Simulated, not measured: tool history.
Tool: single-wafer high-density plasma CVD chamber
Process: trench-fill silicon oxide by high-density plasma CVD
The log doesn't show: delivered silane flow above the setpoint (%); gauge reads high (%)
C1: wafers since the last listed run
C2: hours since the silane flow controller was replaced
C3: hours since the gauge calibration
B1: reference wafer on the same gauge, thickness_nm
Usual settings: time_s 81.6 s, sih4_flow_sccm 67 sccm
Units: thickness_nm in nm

{"run": 1, "hour": 0.0, "time_s": 81.6, "sih4_flow_sccm": 67, "C1": 0, "C2": 804.6, "C3": 316.7, "B1": 485.646, "thickness_nm": 565.793}
{"run": 2, "hour": 114.7, "time_s": 81.6, "sih4_flow_sccm": 67, "C1": 2069, "C2": 919.3, "C3": 431.4, "B1": 485.015, "thickness_nm": 555.421}
{"run": 3, "hour": 147.3, "time_s": 81.6, "sih4_flow_sccm": 67, "C1": 588, "C2": 951.9, "C3": 464, "B1": 483.807, "thickness_nm": 559.019}
{"run": 4, "hour": 202.6, "time_s": 81.6, "sih4_flow_sccm": 64, "C1": 997, "C2": 1007.2, "C3": 519.3, "B1": 484.656, "thickness_nm": 535.85}
{"run": 5, "hour": 266.7, "time_s": 81.6, "sih4_flow_sccm": 67, "C1": 1156, "C2": 1071.3, "C3": 583.4, "B1": 483.885, "thickness_nm": 558.795}
{"run": 6, "hour": 309.9, "time_s": 81.6, "sih4_flow_sccm": 67, "C1": 779, "C2": 1114.5, "C3": 626.6, "B1": 483.186, "thickness_nm": 564.768}
{"run": 7, "hour": 334.4, "time_s": 87.7, "sih4_flow_sccm": 67, "C1": 442, "C2": 1139, "C3": 651.1, "B1": 483.295, "thickness_nm": 602.96}
{"hour": 381.0, "done": "gauge calibrated"}
{"run": 8, "hour": 390.7, "time_s": 87.7, "sih4_flow_sccm": 67, "C1": 1015, "C2": 1195.3, "C3": 9.7, "B1": 494.706, "thickness_nm": 618.954}
{"run": 9, "hour": 446.4, "time_s": 81.6, "sih4_flow_sccm": 60, "C1": 1004, "C2": 1251, "C3": 65.4, "B1": 491.909, "thickness_nm": 509.415}
{"run": 10, "hour": 506.9, "time_s": 81.6, "sih4_flow_sccm": 67, "C1": 1091, "C2": 1311.5, "C3": 125.9, "B1": 489.741, "thickness_nm": 561.422}
{"run": 11, "hour": 555.9, "time_s": 81.6, "sih4_flow_sccm": 67, "C1": 884, "C2": 1360.5, "C3": 174.9, "B1": 488.015, "thickness_nm": 565.881}
{"run": 12, "hour": 610.9, "time_s": 94.4, "sih4_flow_sccm": 77, "C1": 992, "C2": 1415.5, "C3": 229.9, "B1": 486.622, "thickness_nm": 738.717}
{"run": 13, "hour": 648.1, "time_s": 81.6, "sih4_flow_sccm": 74, "C1": 671, "C2": 1452.7, "C3": 267.1, "B1": 486.289, "thickness_nm": 617.091}
{"hour": 687.3, "done": "silane flow controller replaced"}
{"run": 14, "hour": 714.5, "time_s": 73.5, "sih4_flow_sccm": 55, "C1": 1053, "C2": 27.2, "C3": 333.5, "B1": 484.316, "thickness_nm": 413.389}
{"run": 15, "hour": 755.1, "time_s": 81.6, "sih4_flow_sccm": 73, "C1": 732, "C2": 67.8, "C3": 374.1, "B1": 484.828, "thickness_nm": 610.192}
{"run": 16, "hour": 819.8, "time_s": 70.1, "sih4_flow_sccm": 79, "C1": 1167, "C2": 132.5, "C3": 438.8, "B1": 483.772, "thickness_nm": 573.573}
{"run": 17, "hour": 868.1, "time_s": 81.6, "sih4_flow_sccm": 63, "C1": 871, "C2": 180.8, "C3": 487.1, "B1": 483.678, "thickness_nm": 527.502}

5 ways to go on from here, each from the tool as it stands after run 17. What would each give?
{"run": "A", "hour": 868.5, "time_s": 81.6, "sih4_flow_sccm": 67, "C1": 7, "C2": 181.2, "C3": 487.5, "B1": "?", "thickness_nm": "?"}
{"run": "B", "hour": 868.5, "time_s": 88.4, "sih4_flow_sccm": 64, "C1": 7, "C2": 181.2, "C3": 487.5, "B1": "?", "thickness_nm": "?"}
{"run": "C", "hour": 868.5, "time_s": 95.8, "sih4_flow_sccm": 57, "C1": 7, "C2": 181.2, "C3": 487.5, "B1": "?", "thickness_nm": "?"}
{"run": "D", "hour": 868.5, "time_s": 73, "sih4_flow_sccm": 74, "C1": 7, "C2": 181.2, "C3": 487.5, "B1": "?", "thickness_nm": "?"}
{"run": "E", "hour": 868.5, "time_s": 81.6, "sih4_flow_sccm": 78, "C1": 7, "C2": 181.2, "C3": 487.5, "B1": "?", "thickness_nm": "?"}

run=A B1=483.248 thickness_nm=556.502
run=B B1=483.248 thickness_nm=575.883
run=C B1=483.248 thickness_nm=555.83
run=D B1=483.248 thickness_nm=549.865
run=E B1=483.248 thickness_nm=647.868
Without the tool's hidden state the same runs would have given:
run=A thickness_nm=570.912
run=B thickness_nm=590.795
run=C thickness_nm=570.223
run=D thickness_nm=564.104
run=E thickness_nm=664.644

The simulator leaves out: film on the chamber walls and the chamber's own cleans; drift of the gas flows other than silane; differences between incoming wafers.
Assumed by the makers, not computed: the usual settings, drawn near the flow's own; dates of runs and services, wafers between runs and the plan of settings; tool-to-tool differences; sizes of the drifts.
